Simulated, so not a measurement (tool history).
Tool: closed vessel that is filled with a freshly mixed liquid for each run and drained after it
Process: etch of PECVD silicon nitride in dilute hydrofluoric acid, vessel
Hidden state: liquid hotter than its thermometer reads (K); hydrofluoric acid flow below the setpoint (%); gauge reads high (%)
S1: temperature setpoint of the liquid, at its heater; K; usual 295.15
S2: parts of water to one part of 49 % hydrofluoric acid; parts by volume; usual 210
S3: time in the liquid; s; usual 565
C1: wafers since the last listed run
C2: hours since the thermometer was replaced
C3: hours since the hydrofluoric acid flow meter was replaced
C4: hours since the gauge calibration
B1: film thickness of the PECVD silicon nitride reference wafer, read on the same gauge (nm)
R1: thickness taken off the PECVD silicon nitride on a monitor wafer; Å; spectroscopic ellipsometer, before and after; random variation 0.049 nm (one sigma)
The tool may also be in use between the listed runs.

Run 1, hour 0.0: usual settings; C1 0; C2 1438.1; C3 965.7; C4 290.2; B1 130.05. Result: R1 63.0 Å.
Run 2, hour 13.5: usual settings; C1 616; C2 1451.6; C3 979.2; C4 303.7; B1 129.97. Result: R1 63.6 Å.
Run 3, hour 58.5: usual settings; C1 2054; C2 1496.6; C3 1024.2; C4 348.7; B1 129.96. Result: R1 62.9 Å.
Run 4, hour 67.6: usual settings; C1 415; C2 1505.7; C3 1033.3; C4 357.8; B1 129.98. Result: R1 63.2 Å.
Run 5, hour 76.3: usual settings; C1 397; C2 1514.4; C3 1042.0; C4 366.5; B1 130.03. Result: R1 62.5 Å.
Run 6, hour 88.0: usual settings but S3 455 s; C1 534; C2 1526.1; C3 1053.7; C4 378.2; B1 130.04. Result: R1 50.5 Å.
Run 7, hour 97.8: usual settings but S3 455 s; C1 447; C2 1535.9; C3 1063.5; C4 388.0; B1 129.98. Result: R1 50.6 Å.
Run 8, hour 108.7: usual settings but S3 455 s; C1 497; C2 1546.8; C3 1074.4; C4 398.9; B1 130.04. Result: R1 50.7 Å.
Run 9, hour 120.2: usual settings but S3 390 s; C1 524; C2 1558.3; C3 1085.9; C4 410.4; B1 130.02. Result: R1 43.1 Å.
Run 10, hour 133.2: usual settings; C1 593; C2 1571.3; C3 1098.9; C4 423.4; B1 129.98. Result: R1 62.1 Å.
Run 11, hour 143.3: usual settings; C1 461; C2 1581.4; C3 1109.0; C4 433.5; B1 130.00. Result: R1 63.1 Å.
At hour 143.8: gauge calibrated.
Run 12, hour 152.2: usual settings; C1 406; C2 1590.3; C3 1117.9; C4 8.4; B1 130.03. Result: R1 62.9 Å.
Run 13, hour 163.4: usual settings but S1 296.65 K, S2 245 parts by volume; C1 511; C2 1601.5; C3 1129.1; C4 19.6; B1 129.98. Result: R1 59.5 Å.
At hour 199.4: thermometer replaced.
Run 14, hour 200.7: usual settings but S1 293.15 K, S2 125 parts by volume; C1 1656; C2 1.3; C3 1166.4; C4 56.9; B1 130.01. Result: R1 91.0 Å.
Run 15, hour 210.5: usual settings; C1 447; C2 11.1; C3 1176.2; C4 66.7; B1 129.93. Result: R1 61.5 Å.
At hour 215.8: hydrofluoric acid flow meter replaced.
Run 16, hour 226.1: usual settings but S1 299.65 K, S2 300 parts by volume, S3 755 s; C1 666; C2 26.7; C3 10.3; C4 82.3; B1 130.04. Result: R1 87.0 Å.
Run 17, hour 243.0: usual settings but S1 292.15 K, S2 150 parts by volume; C1 771; C2 43.6; C3 27.2; C4 99.2; B1 129.98. Result: R1 80.7 Å.
Run 18, hour 253.2: usual settings but S1 291.15 K, S2 140 parts by volume, S3 460 s; C1 465; C2 53.8; C3 37.4; C4 109.4; B1 130.03. Result: R1 65.1 Å.
Run 19, hour 271.1: usual settings but S1 300.15 K, S3 880 s; C1 817; C2 71.7; C3 55.3; C4 127.3; B1 130.01. Result: R1 149.3 Å.
Run 20, hour 278.8: usual settings but S1 297.15 K, S2 150 parts by volume; C1 351; C2 79.4; C3 63.0; C4 135.0; B1 130.06. Result: R1 112.1 Å.
Run 21, hour 286.4: usual settings but S2 180 parts by volume, S3 655 s; C1 346; C2 87.0; C3 70.6; C4 142.6; B1 130.02. Result: R1 95.1 Å.
Run 22, hour 295.0: usual settings but S1 297.15 K, S2 150 parts by volume; C1 392; C2 95.6; C3 79.2; C4 151.2; B1 129.98. Result: R1 112.4 Å.
Run 23, hour 312.7: usual settings but S1 292.65 K, S2 105 parts by volume, S3 890 s; C1 807; C2 113.3; C3 96.9; C4 168.9; B1 129.97. Result: R1 186.0 Å.
Run 24, hour 328.8: usual settings but S1 298.65 K, S2 300 parts by volume; C1 734; C2 129.4; C3 113.0; C4 185.0; B1 130.01. Result: R1 61.3 Å.

Measured less the same run without the tool's hidden state. The same run-to-run variation is in both; the gauge's scatter may not be:
run     R1
  1   -7.6
  2   -7.8
  3   -8.1
  4   -8.2
  5   -8.1
  6   -6.7
  7   -6.7
  8   -6.8
  9   -5.8
 10   -8.5
 11   -8.7
 12   -8.7
 13   -8.4
 14  -13.1
 15   -9.0
 16   -0.3
 17   -0.3
 18   -0.4
 19   -1.1
 20   -0.9
 21   -0.8
 22   -1.1
 23   -2.1
 24   -0.8

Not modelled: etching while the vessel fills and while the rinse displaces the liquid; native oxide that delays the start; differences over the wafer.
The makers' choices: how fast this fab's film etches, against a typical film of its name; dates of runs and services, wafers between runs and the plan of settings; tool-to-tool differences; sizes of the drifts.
